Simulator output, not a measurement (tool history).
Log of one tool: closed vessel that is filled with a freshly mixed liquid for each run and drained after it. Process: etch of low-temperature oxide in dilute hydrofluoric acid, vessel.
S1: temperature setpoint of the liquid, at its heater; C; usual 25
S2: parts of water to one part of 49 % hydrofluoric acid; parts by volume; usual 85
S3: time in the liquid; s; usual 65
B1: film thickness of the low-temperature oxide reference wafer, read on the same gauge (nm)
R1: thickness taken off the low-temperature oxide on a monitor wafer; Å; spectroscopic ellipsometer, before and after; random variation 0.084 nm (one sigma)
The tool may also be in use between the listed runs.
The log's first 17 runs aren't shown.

run    hour    S1   S2   S3      B1     R1
 18   832.6    27   85   85  120.01  247.7
 19   903.9    30  110  100     120  243.7
 20   940.1  28.5   50   65     120  355.2
 21   992.5  28.5  105   65     120  156.3
 22  1019.4    20  115   30     120   46.6
 23  1043.9    25   85   65  119.99  173.4
     1080.6  -- gauge calibrated
 24  1088.7  29.5   50   90  120.02    510
 25    1138    25   50   65     120  306.5
 26  1162.5    25   85   65  119.99  172.2
 27  1206.4    25   55  100     120    428
 28  1266.2    25  120   65  119.98  116.2
 29    1319    25   85   65  119.98  170.8
 30  1369.2    25   85   65  119.99  171.2
 31  1407.5    22   85   45  120.02  105.4
 32  1447.7    25  120   35  120.01   62.2

Forecast each of these 4 alternatives for the next run:
  A  1448.4    25   85  100   ?   ?
  B  1448.4  27.5  105   65   ?   ?
  C  1448.4  20.5   65   85   ?   ?
  D  1448.4  26.5   85   80   ?   ?

run      B1     R1
  A  120.01  260.7
  B  120.01  147.2
  C  120.01  247.5
  D  120.01  221.3
Without the tool's hidden state the same runs would have given:
run     R1
  A  267.3
  B    151
  C  253.5
  D  226.8

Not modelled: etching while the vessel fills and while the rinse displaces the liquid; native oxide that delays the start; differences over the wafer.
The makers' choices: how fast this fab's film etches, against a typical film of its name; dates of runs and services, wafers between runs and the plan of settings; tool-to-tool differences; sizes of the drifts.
